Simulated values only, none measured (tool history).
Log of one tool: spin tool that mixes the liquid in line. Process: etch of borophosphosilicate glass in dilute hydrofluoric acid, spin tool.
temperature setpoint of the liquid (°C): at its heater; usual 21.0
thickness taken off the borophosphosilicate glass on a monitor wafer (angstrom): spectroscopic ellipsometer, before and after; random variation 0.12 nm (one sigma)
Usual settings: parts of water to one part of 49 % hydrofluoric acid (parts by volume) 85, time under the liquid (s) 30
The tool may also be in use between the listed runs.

| run | day | temperature setpoint of the liquid (°C) | parts of water to one part of 49 % hydrofluoric acid (parts by volume) | time under the liquid (s) | wafers since the last listed run | hours since the thermometer was replaced | hours since the hydrofluoric acid flow meter was replaced | hours since the gauge calibration | read-back film thickness of the borophosphosilicate glass reference wafer, read on the same gauge (nm) | thickness taken off the borophosphosilicate glass on a monitor wafer (angstrom) |
|---|---|---|---|---|---|---|---|---|---|---|
| 1 | 0.000 | 20.0 | 85 | 30 | 0 | 972.8 | 776.2 | 356.0 | 109.99 | 157.0 |
| 2 | 1.912 | 21.0 | 85 | 30 | 413 | 1018.7 | 822.1 | 401.9 | 109.99 | 167.1 |
| 3 | 4.133 | 21.0 | 85 | 30 | 480 | 1072.0 | 875.4 | 455.2 | 109.98 | 165.4 |
| 4 | 6.671 | 21.0 | 85 | 30 | 548 | 1132.9 | 936.3 | 516.1 | 110.00 | 166.9 |
| 5 | 7.850 | 21.0 | 85 | 30 | 254 | 1161.2 | 964.6 | 544.4 | 109.97 | 163.9 |
| 6 | 9.904 | 21.0 | 85 | 30 | 443 | 1210.5 | 1013.9 | 593.7 | 110.00 | 164.9 |
| 7 | 12.262 | 21.0 | 85 | 30 | 509 | 1267.1 | 1070.5 | 650.3 | 110.04 | 164.0 |
| 8 | 14.021 | 21.0 | 85 | 30 | 380 | 1309.3 | 1112.7 | 692.5 | 110.00 | 166.5 |
| 9 | 16.288 | 21.0 | 85 | 30 | 489 | 1363.7 | 1167.1 | 746.9 | 110.01 | 165.7 |
| 10 | 18.625 | 21.0 | 85 | 30 | 505 | 1419.8 | 1223.2 | 803.0 | 110.01 | 166.6 |
| 11 | 21.121 | 21.0 | 85 | 30 | 539 | 1479.7 | 1283.1 | 862.9 | 109.97 | 163.4 |
| 12 | 23.346 | 21.0 | 85 | 30 | 480 | 1533.1 | 1336.5 | 916.3 | 109.97 | 164.7 |
| 13 | 25.512 | 21.0 | 85 | 20 | 468 | 1585.1 | 1388.5 | 968.3 | 109.98 | 110.8 |
| 14 | 27.917 | 23.0 | 65 | 30 | 519 | 1642.8 | 1446.2 | 1026.0 | 109.98 | 239.2 |
| 15 | 29.558 | 21.0 | 85 | 30 | 354 | 1682.2 | 1485.6 | 1065.4 | 109.99 | 165.0 |
|  | 29.700 | hydrofluoric acid flow meter replaced |
| 16 | 30.642 | 19.5 | 100 | 30 | 225 | 1708.2 | 22.6 | 1091.4 | 110.00 | 130.3 |
| 17 | 31.954 | 24.5 | 85 | 35 | 283 | 1739.7 | 54.1 | 1122.9 | 110.02 | 220.8 |
| 18 | 33.225 | 21.0 | 85 | 30 | 274 | 1770.2 | 84.6 | 1153.4 | 109.98 | 164.8 |
|  | 35.188 | gauge calibrated |
| 19 | 35.604 | 17.0 | 50 | 30 | 514 | 1827.3 | 141.7 | 10.0 | 109.97 | 242.1 |
| 20 | 37.767 | 17.5 | 70 | 40 | 467 | 1879.2 | 193.6 | 61.9 | 110.00 | 237.4 |
| 21 | 39.862 | 21.0 | 85 | 30 | 452 | 1929.5 | 243.9 | 112.2 | 110.01 | 162.4 |
| 22 | 41.296 | 21.0 | 85 | 15 | 309 | 1963.9 | 278.3 | 146.6 | 110.00 | 81.3 |
| 23 | 42.342 | 21.0 | 85 | 30 | 226 | 1989.0 | 303.4 | 171.7 | 110.03 | 163.4 |
|  | 43.417 | thermometer replaced |
| 24 | 43.804 | 19.0 | 85 | 30 | 307 | 9.3 | 338.5 | 206.8 | 110.03 | 151.3 |

The next listed run, before its measurement:
| 25 | 45.571 | 17.0 | 50 | 30 | 381 | 51.7 | 380.9 | 249.2 | ? | ? |

read-back film thickness of the borophosphosilicate glass reference wafer, read on the same gauge (nm): 110.01
thickness taken off the borophosphosilicate glass on a monitor wafer (angstrom): 248.8
Without the tool's hidden state the same run would have given thickness taken off the borophosphosilicate glass on a monitor wafer (angstrom) 248.8.
